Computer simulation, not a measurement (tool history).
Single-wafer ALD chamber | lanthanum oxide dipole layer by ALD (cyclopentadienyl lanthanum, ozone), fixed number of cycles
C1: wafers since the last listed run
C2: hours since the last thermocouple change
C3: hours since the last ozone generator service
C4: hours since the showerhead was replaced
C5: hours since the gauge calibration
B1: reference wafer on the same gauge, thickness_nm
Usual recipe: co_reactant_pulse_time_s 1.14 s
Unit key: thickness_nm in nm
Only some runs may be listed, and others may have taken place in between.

run 1 hour=0 | co_reactant_pulse_time_s=1.14 | C1=0 C2=843 C3=335.6 C4=6816.8 C5=246.8 | B1=0.423 | thickness_nm=0.516
run 2 hour=10.7 | co_reactant_pulse_time_s=0.88 | C1=299 C2=853.7 C3=346.3 C4=6827.5 C5=257.5 | B1=0.423 | thickness_nm=0.47
run 3 hour=25.3 | co_reactant_pulse_time_s=1.39 | C1=407 C2=868.3 C3=360.9 C4=6842.1 C5=272.1 | B1=0.423 | thickness_nm=0.54
run 4 hour=34.8 | co_reactant_pulse_time_s=1.39 | C1=265 C2=877.8 C3=370.4 C4=6851.6 C5=281.6 | B1=0.423 | thickness_nm=0.543
run 5 hour=56.4 | co_reactant_pulse_time_s=1.39 | C1=603 C2=899.4 C3=392 C4=6873.2 C5=303.2 | B1=0.423 | thickness_nm=0.54
run 6 hour=70.5 | co_reactant_pulse_time_s=1.4 | C1=394 C2=913.5 C3=406.1 C4=6887.3 C5=317.3 | B1=0.423 | thickness_nm=0.543
run 7 hour=102.7 | co_reactant_pulse_time_s=1.4 | C1=899 C2=945.7 C3=438.3 C4=6919.5 C5=349.5 | B1=0.423 | thickness_nm=0.541
run 8 hour=110.3 | co_reactant_pulse_time_s=1.4 | C1=212 C2=953.3 C3=445.9 C4=6927.1 C5=357.1 | B1=0.423 | thickness_nm=0.539
run 9 hour=127.5 | co_reactant_pulse_time_s=0.78 | C1=480 C2=970.5 C3=463.1 C4=6944.3 C5=374.3 | B1=0.423 | thickness_nm=0.436
run 10 hour=137.6 | co_reactant_pulse_time_s=1.14 | C1=282 C2=980.6 C3=473.2 C4=6954.4 C5=384.4 | B1=0.423 | thickness_nm=0.51
-- hour=146.9 gauge calibrated
-- hour=157.7 thermocouple changed; heater temperature recalibrated
run 11 hour=158.2 | co_reactant_pulse_time_s=1.14 | C1=352 C2=0.5 C3=493.8 C4=6975 C5=11.3 | B1=0.423 | thickness_nm=0.508
run 12 hour=168.7 | co_reactant_pulse_time_s=1.14 | C1=293 C2=11 C3=504.3 C4=6985.5 C5=21.8 | B1=0.423 | thickness_nm=0.505
run 13 hour=181.6 | co_reactant_pulse_time_s=1.14 | C1=360 C2=23.9 C3=517.2 C4=6998.4 C5=34.7 | B1=0.423 | thickness_nm=0.507
run 14 hour=198.8 | co_reactant_pulse_time_s=1.14 | C1=480 C2=41.1 C3=534.4 C4=7015.6 C5=51.9 | B1=0.423 | thickness_nm=0.503
run 15 hour=205.5 | co_reactant_pulse_time_s=1.55 | C1=187 C2=47.8 C3=541.1 C4=7022.3 C5=58.6 | B1=0.423 | thickness_nm=0.546
run 16 hour=211.6 | co_reactant_pulse_time_s=1.14 | C1=170 C2=53.9 C3=547.2 C4=7028.4 C5=64.7 | B1=0.423 | thickness_nm=0.502
-- hour=234.6 showerhead replaced
run 17 hour=235.1 | co_reactant_pulse_time_s=1.14 | C1=433 C2=77.4 C3=570.7 C4=0.5 C5=88.2 | B1=0.423 | thickness_nm=0.497
run 18 hour=237.8 | co_reactant_pulse_time_s=0.96 | C1=75 C2=80.1 C3=573.4 C4=3.2 C5=90.9 | B1=0.423 | thickness_nm=0.469
run 19 hour=248.8 | co_reactant_pulse_time_s=1.54 | C1=307 C2=91.1 C3=584.4 C4=14.2 C5=101.9 | B1=0.423 | thickness_nm=0.543
-- hour=258.3 ozone generator serviced
run 20 hour=258.8 | co_reactant_pulse_time_s=0.71 | C1=55 C2=101.1 C3=0.5 C4=24.2 C5=111.9 | B1=0.423 | thickness_nm=0.433
run 21 hour=270.2 | co_reactant_pulse_time_s=0.76 | C1=318 C2=112.5 C3=11.9 C4=35.6 C5=123.3 | B1=0.423 | thickness_nm=0.447
run 22 hour=282 | co_reactant_pulse_time_s=0.91 | C1=329 C2=124.3 C3=23.7 C4=47.4 C5=135.1 | B1=0.423 | thickness_nm=0.485
run 23 hour=296.1 | co_reactant_pulse_time_s=0.99 | C1=394 C2=138.4 C3=37.8 C4=61.5 C5=149.2 | B1=0.423 | thickness_nm=0.5
run 24 hour=311.2 | co_reactant_pulse_time_s=1.34 | C1=421 C2=153.5 C3=52.9 C4=76.6 C5=164.3 | B1=0.423 | thickness_nm=0.545
run 25 hour=321.9 | co_reactant_pulse_time_s=0.69 | C1=299 C2=164.2 C3=63.6 C4=87.3 C5=175 | B1=0.423 | thickness_nm=0.427
run 26 hour=335.4 | co_reactant_pulse_time_s=1.37 | C1=377 C2=177.7 C3=77.1 C4=100.8 C5=188.5 | B1=0.423 | thickness_nm=0.546

What differs in the tool's unlogged condition from the final listed run ahead of each entry between runs to the first listed run following it?
After run 10, before run 11: gauge calibrated (hour 146.9); thermocouple changed; heater temperature recalibrated (hour 157.7)
  ozone dose above that of a generator just serviced (%): -10.1 -> -11
  measured minus no-state result, thickness_nm: -0.016 -> -0.018 nm
After run 16, before run 17: showerhead replaced (hour 234.6)
  ozone dose above that of a generator just serviced (%): -13.4 -> -14.5
  measured minus no-state result, thickness_nm: -0.023 -> -0.025 nm
After run 19, before run 20: ozone generator serviced (hour 258.3)
  ozone dose above that of a generator just serviced (%): -15.2 -> -1.91
  measured minus no-state result, thickness_nm: -0.017 -> -0.004 nm
